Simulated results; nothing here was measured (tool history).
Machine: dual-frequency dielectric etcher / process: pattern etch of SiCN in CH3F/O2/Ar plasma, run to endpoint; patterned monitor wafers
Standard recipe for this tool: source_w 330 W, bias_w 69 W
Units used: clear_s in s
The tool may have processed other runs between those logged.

run   hour  source_w  bias_w  wafers since the last listed run  hours since the last wet clean  hours since the last source power generator calibration  hours since the last bias power generator calibration  hours since the last upper electrode change  incoming incoming film thickness, nm  clear_s
  1      0       330      80                                 0                           287.4                                                   3238.8                                                 1692.3                                       2407.4                                   9.9       28
  2   26.2       330      80                               450                           313.6                                                     3265                                                 1718.5                                       2433.6                                  9.93     28.3
      58.8  -- wet clean of the chamber
  3   83.6       330      80                               574                            24.8                                                   3322.4                                                 1775.9                                         2491                                   9.9     27.6
  4  142.6       330      69                              1014                            83.8                                                   3381.4                                                 1834.9                                         2550                                  9.98     30.4
  5  170.8       330      69                               485                             112                                                   3409.6                                                 1863.1                                       2578.2                                  9.96     30.1
  6  215.6       330      69                               770                           156.8                                                   3454.4                                                 1907.9                                         2623                                  9.89     30.2
  7  273.3       330      69                               992                           214.5                                                   3512.1                                                 1965.6                                       2680.7                                  9.89     30.4
  8  307.8       330      69                               593                             249                                                   3546.6                                                 2000.1                                       2715.2                                  9.81     30.3
  9  354.3       310      69                               799                           295.5                                                   3593.1                                                 2046.6                                       2761.7                                  9.92     31.5
     380.8  -- wet clean of the chamber
 10  381.3       310      69                                51                             0.5                                                   3620.1                                                 2073.6                                       2788.7                                  9.85     29.3
 11  429.4       310      69                               827                            48.6                                                   3668.2                                                 2121.7                                       2836.8                                  9.92     30.2
 12  475.1       280      57                               786                            94.3                                                   3713.9                                                 2167.4                                       2882.5                                  9.87     34.7
     509.8  -- upper electrode replaced, of another model than before
 13  510.3       280      57                               192                           129.5                                                   3749.1                                                 2202.6                                          0.5                                  9.91     38.4
 14  558.2       280      57                               823                           177.4                                                     3797                                                 2250.5                                         48.4                                  9.88     38.2
       583  -- bias power generator calibrated
 15  597.8       390      69                               612                             217                                                   3836.6                                                   14.8                                           88                                  9.85     27.5
 16  641.3       390      69                               748                           260.5                                                   3880.1                                                   58.3                                        131.5                                    10     27.9
 17  679.7       330      69                               660                           298.9                                                   3918.5                                                   96.7                                        169.9                                   9.9     30.3
     711.6  -- wet clean of the chamber
 18  712.1       330      74                               144                             0.5                                                   3950.9                                                  129.1                                        202.3                                  9.87     27.6

The next listed run, before its measurement:
 19  768.6       330      69                               971                              57                                                   4007.4                                                  185.6                                        258.8                                   9.9        ?

{"run 19": {"clear_s": 29.5}}
Minus the tool's unlogged condition, the same run would have read clear_s 29.1 s.
